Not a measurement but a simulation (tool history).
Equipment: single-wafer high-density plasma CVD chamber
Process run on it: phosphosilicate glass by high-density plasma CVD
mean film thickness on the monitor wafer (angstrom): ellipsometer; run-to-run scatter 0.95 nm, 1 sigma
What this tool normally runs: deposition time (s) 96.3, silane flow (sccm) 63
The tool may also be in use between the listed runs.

run,hour,deposition time (s),silane flow (sccm),"read-back reference wafer on the same gauge, thickness_nm",mean film thickness on the monitor wafer (angstrom)
1,0,96.3,63,632.251,6765.86
2,21.7,96.3,63,632.391,6753.9
3,38.1,96.3,63,632.213,6739.44
4,62.7,96.3,63,632.218,6754.35
5,90.6,96.3,63,631.776,6744.43
6,105.7,96.3,63,632.081,6761.68
7,135.4,96.3,63,631.981,6785.8
8,161.9,96.3,63,632.011,6757.83
9,177.1,96.3,63,631.345,6761.73
10,198.9,90.4,72,631.919,7240.45
11,232.2,85.2,63,631.884,5983.16
12,253.2,96.3,72,632.356,7728.43
13,287.7,113.6,52,631.585,6599.62
# hour 296: gauge calibrated
14,303.4,96.3,63,631.594,6781.38
15,322.2,85.2,63,632.09,5997.64
16,336.8,108.7,63,631.933,7637.86
17,354,106.8,57,631.84,6804.46
# hour 383.7: silane flow controller replaced
18,384.2,88.7,68,631.927,6372.38
19,397.6,96.3,71,631.336,7214.83
20,431.6,96.3,58,632.146,5891.94
21,462.4,96.3,70,631.7,7103.12
22,485.2,104.7,67,631.776,7392.86
23,518.4,96.3,63,631.916,6407.94
24,544.5,90.5,51,631.909,4887.41

Consider 4 possible next runs. They are alternatives, not a sequence: every one starts from the tool as it was left by run 24. What does each give?
A,544.9,96.3,63,?,?
B,544.9,115.3,71,?,?
C,544.9,108,56,?,?
D,544.9,106.1,69,?,?

run,"read-back reference wafer on the same gauge, thickness_nm",mean film thickness on the monitor wafer (angstrom)
A,632.331,6403.81
B,632.331,8631.78
C,632.331,6391.34
D,632.331,7721.15
Take away the tool's hidden state, keep each run's random variation, and the runs would have read:
run,mean film thickness on the monitor wafer (angstrom)
A,6338.84
B,8544.2
C,6326.49
D,7642.81

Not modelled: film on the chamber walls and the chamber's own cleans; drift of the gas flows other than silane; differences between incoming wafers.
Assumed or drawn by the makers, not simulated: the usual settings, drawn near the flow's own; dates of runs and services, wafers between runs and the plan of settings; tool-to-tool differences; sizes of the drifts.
